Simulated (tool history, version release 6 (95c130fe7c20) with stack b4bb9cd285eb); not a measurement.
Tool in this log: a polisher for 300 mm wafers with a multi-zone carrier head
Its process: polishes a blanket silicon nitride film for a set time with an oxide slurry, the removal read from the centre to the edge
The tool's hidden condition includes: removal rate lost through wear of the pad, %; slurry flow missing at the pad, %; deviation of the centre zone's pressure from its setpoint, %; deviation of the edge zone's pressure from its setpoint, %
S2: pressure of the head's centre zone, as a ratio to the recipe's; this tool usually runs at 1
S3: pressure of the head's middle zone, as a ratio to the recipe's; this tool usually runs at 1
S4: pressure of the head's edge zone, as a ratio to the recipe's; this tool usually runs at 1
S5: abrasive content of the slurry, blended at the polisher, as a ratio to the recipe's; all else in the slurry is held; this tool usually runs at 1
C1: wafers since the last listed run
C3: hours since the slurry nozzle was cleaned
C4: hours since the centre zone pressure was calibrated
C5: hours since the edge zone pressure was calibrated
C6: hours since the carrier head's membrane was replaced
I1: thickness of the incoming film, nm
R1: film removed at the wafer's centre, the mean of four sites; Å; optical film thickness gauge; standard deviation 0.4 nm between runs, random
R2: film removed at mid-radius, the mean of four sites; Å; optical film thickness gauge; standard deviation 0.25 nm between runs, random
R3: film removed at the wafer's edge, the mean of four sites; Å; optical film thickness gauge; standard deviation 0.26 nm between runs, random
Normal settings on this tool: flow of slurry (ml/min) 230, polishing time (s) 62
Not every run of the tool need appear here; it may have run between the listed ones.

Run 1, hour 0: usual settings but S4 0.95; C1 0; wafers polished on this pad 2167; C3 361.1; C4 263.6; C5 285.8; C6 460.9; I1 258.7. Result: R1 312 Å, R2 344 Å, R3 335 Å.
Run 2, hour 96.5: usual settings; C1 793; wafers polished on this pad 2961; C3 457.6; C4 360.1; C5 382.3; C6 557.4; I1 258.7. Result: R1 308 Å, R2 342 Å, R3 342 Å.
At hour 102.3: worn pad replaced by a new one.
At hour 167.1: edge zone pressure recalibrated.
Run 3, hour 181: usual settings; C1 645; wafers polished on this pad 631; C3 542.1; C4 444.6; C5 13.9; C6 641.9; I1 256.2. Result: R1 302 Å, R2 352 Å, R3 343 Å.
At hour 218.9: slurry nozzle cleaned.
At hour 233.3: centre zone pressure recalibrated.
Run 4, hour 247.1: usual settings but flow of slurry (ml/min) 210; C1 518; wafers polished on this pad 1149; C3 28.2; C4 13.8; C5 80; C6 708; I1 262.7. Result: R1 323 Å, R2 338 Å, R3 339 Å.
Run 5, hour 342.7: usual settings; C1 786; wafers polished on this pad 1936; C3 123.8; C4 109.4; C5 175.6; C6 803.6; I1 259.3. Result: R1 325 Å, R2 352 Å, R3 343 Å.
At hour 388.1: worn pad replaced by a new one.
Run 6, hour 399.5: usual settings; C1 434; wafers polished on this pad 94; C3 180.6; C4 166.2; C5 232.4; C6 860.4; I1 260.9. Result: R1 320 Å, R2 349 Å, R3 343 Å.
At hour 473.2: carrier head's membrane replaced by a new one.
Run 7, hour 495.6: usual settings; C1 749; wafers polished on this pad 843; C3 276.7; C4 262.3; C5 328.5; C6 22.4; I1 260.1. Result: R1 319 Å, R2 341 Å, R3 341 Å.
Run 8, hour 545: usual settings; C1 406; wafers polished on this pad 1249; C3 326.1; C4 311.7; C5 377.9; C6 71.8; I1 262.4. Result: R1 312 Å, R2 347 Å, R3 339 Å.
Run 9, hour 619.1: usual settings but polishing time (s) 56; C1 609; wafers polished on this pad 1858; C3 400.2; C4 385.8; C5 452; C6 145.9; I1 257. Result: R1 283 Å, R2 316 Å, R3 305 Å.
At hour 634.3: edge zone pressure recalibrated.
Run 10, hour 662.5: usual settings but flow of slurry (ml/min) 310, S4 0.97; C1 340; wafers polished on this pad 2199; C3 443.6; C4 429.2; C5 28.2; C6 189.3; I1 261.6. Result: R1 316 Å, R2 354 Å, R3 342 Å.
At hour 701.4: centre zone pressure recalibrated.
Run 11, hour 746.3: usual settings but flow of slurry (ml/min) 300, polishing time (s) 48; C1 672; wafers polished on this pad 2872; C3 527.4; C4 44.9; C5 112; C6 273.1; I1 256.6. Result: R1 262 Å, R2 279 Å, R3 272 Å.
At hour 759.3: worn pad replaced by a new one.
Run 12, hour 788.7: usual settings; C1 315; wafers polished on this pad 241; C3 569.8; C4 87.3; C5 154.4; C6 315.5; I1 260.4. Result: R1 324 Å, R2 347 Å, R3 342 Å.
Run 13, hour 840.9: usual settings; C1 429; wafers polished on this pad 670; C3 622; C4 139.5; C5 206.6; C6 367.7; I1 254.4. Result: R1 314 Å, R2 346 Å, R3 341 Å.
At hour 916.6: slurry nozzle cleaned.
Run 14, hour 931.3: usual settings; C1 735; wafers polished on this pad 1405; C3 14.7; C4 229.9; C5 297; C6 458.1; I1 260.3. Result: R1 311 Å, R2 345 Å, R3 341 Å.
Run 15, hour 1024.5: usual settings but S5 0.8; C1 766; wafers polished on this pad 2172; C3 107.9; C4 323.1; C5 390.2; C6 551.3; I1 259.5. Result: R1 255 Å, R2 298 Å, R3 295 Å.
At hour 1050.9: worn pad replaced by a new one.
At hour 1062.1: edge zone pressure recalibrated.
Run 16, hour 1078: usual settings but S2 1.06, S3 0.93, S4 0.96; C1 390; wafers polished on this pad 206; C3 161.4; C4 376.6; C5 15.9; C6 604.8; I1 259.2. Result: R1 315 Å, R2 323 Å, R3 336 Å.
At hour 1164.1: centre zone pressure recalibrated.
Run 17, hour 1234.7: usual settings but flow of slurry (ml/min) 205, S2 0.96, S3 0.91, S5 0.75; C1 1272; wafers polished on this pad 1478; C3 318.1; C4 70.6; C5 172.6; C6 761.5; I1 258.5. Result: R1 249 Å, R2 254 Å, R3 277 Å.
At hour 1249.2: carrier head's membrane replaced by a new one.
Run 18, hour 1301.6: usual settings but S2 1.07, S3 0.89, polishing time (s) 80; C1 509; wafers polished on this pad 1988; C3 385; C4 137.5; C5 239.5; C6 52.4; I1 261.7. Result: R1 429 Å, R2 402 Å, R3 446 Å.
At hour 1338.4: worn pad replaced by a new one.
Run 19, hour 1338.9: usual settings but S2 0.93, S5 0.75; C1 273; wafers polished on this pad 3; C3 422.3; C4 174.8; C5 276.8; C6 89.7; I1 261.2. Result: R1 240 Å, R2 284 Å, R3 276 Å.
At hour 1428.5: edge zone pressure recalibrated.
Run 20, hour 1445.6: usual settings but S5 1.25, polishing time (s) 52; C1 861; wafers polished on this pad 864; C3 529; C4 281.5; C5 17.1; C6 196.4; I1 258.7. Result: R1 291 Å, R2 324 Å, R3 322 Å.
At hour 1471.8: slurry nozzle cleaned.
Run 21, hour 1519.1: usual settings but S2 0.94, S3 1.08; C1 596; wafers polished on this pad 1461; C3 47.3; C4 355; C5 90.6; C6 269.9; I1 264.4. Result: R1 284 Å, R2 371 Å, R3 344 Å.

4 options for the next run, each taken on its own from the tool as it stands now. Forecast them:
Run A, hour 1519.5: usual settings but S4 1.1; C1 3; wafers polished on this pad 1464; C3 47.7; C4 355.4; C5 91; C6 270.3; I1 262.1. Result: R1 ?, R2 ?, R3 ?.
Run B, hour 1519.5: usual settings but S4 0.88; C1 3; wafers polished on this pad 1464; C3 47.7; C4 355.4; C5 91; C6 270.3; I1 262.1. Result: R1 ?, R2 ?, R3 ?.
Run C, hour 1519.5: usual settings but S2 1.08, S3 1.12, S4 1.07; C1 3; wafers polished on this pad 1464; C3 47.7; C4 355.4; C5 91; C6 270.3; I1 262.1. Result: R1 ?, R2 ?, R3 ?.
Run D, hour 1519.5: usual settings but S2 1.11, S4 0.9; C1 3; wafers polished on this pad 1464; C3 47.7; C4 355.4; C5 91; C6 270.3; I1 262.1. Result: R1 ?, R2 ?, R3 ?.

run   R1   R2   R3
  A  300  345  356
  B  300  345  321
  C  320  380  351
  D  328  345  324
Had the tool no hidden state, the same runs would have come out as:
run   R1   R2   R3
  A  332  345  356
  B  332  345  321
  C  355  379  351
  D  363  345  324
